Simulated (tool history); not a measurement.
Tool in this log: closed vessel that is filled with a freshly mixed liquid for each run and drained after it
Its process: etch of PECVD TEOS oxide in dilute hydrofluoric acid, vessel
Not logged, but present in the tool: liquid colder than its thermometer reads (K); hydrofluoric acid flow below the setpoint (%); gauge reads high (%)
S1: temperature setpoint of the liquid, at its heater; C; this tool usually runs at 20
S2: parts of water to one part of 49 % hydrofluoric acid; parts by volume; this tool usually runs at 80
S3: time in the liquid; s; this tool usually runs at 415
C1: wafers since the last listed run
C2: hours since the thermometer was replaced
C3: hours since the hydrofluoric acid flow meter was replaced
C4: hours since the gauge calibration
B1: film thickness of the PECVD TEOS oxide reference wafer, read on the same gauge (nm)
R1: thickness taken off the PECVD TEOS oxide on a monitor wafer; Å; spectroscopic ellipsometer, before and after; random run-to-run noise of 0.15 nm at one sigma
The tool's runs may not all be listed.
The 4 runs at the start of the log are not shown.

run    hour    S1   S2   S3     C1      C2     C3      C4     B1      R1
  5   203.7    20   80  590   3589  2179.9  422.2  1432.2     40   621.8
  6   262.8    19   50  415   3767    2239  481.3  1491.3  39.99   688.9
      305.8  -- hydrofluoric acid flow meter replaced
  7   308.1    20   80  415   2824  2284.3    2.3  1536.6  39.96     440
  8   363.1    20   95  520   3506  2339.3   57.3  1591.6  39.99   453.8
  9   419.8    20   95  415   3614    2396    114  1648.3     40   360.7
      437.3  -- gauge calibrated
 10   473.1    18  100  270   3398  2449.3  167.3    35.8  39.99   205.2
      494.9  -- thermometer replaced
 11   516.2    20   45  515   2683    21.3  210.4    78.9  39.98  1005.3
 12   581.5    17   65  415   4163    86.6  275.7   144.2     40   481.6
 13   615.9  22.5   80  260   2193     121  310.1   178.6  40.02   300.5
 14   676.4    20   40  590   3857   181.5  370.6   239.1  40.01  1293.4
 15   707.5    20   80  215   1982   212.6  401.7   270.2  39.99   224.5
 16   732.2  24.5   80  500   1574   237.3  426.4   294.9     40   625.5
      781.4  -- hydrofluoric acid flow meter replaced
 17     797    20   80  415   4067   302.1   15.6   359.7     40   439.5
 18   851.3    17   45  650   3461   356.4   69.9     414  39.98  1108.7
 19    1013    17  105  300  10308   518.1  231.6   575.7  40.02   205.8
 20  1072.5    20  115  415   3793   577.6  291.1   635.2  40.04   291.9
 21  1133.7    20  110  415   3901   638.8  352.3   696.4  39.98   305.7
 22  1189.4    24   45  610   3551   694.5    408   752.1  40.02  1394.7

Run 23 is up next; what results do you expect?
 23  1244.7  18  110  345  3525  749.8  463.3  807.4   ?   ?

B1: 40.01
R1: 232.7 Å
Were there no unlogged condition in the tool, this run, its random variation unchanged, would have produced R1 236.3 Å.
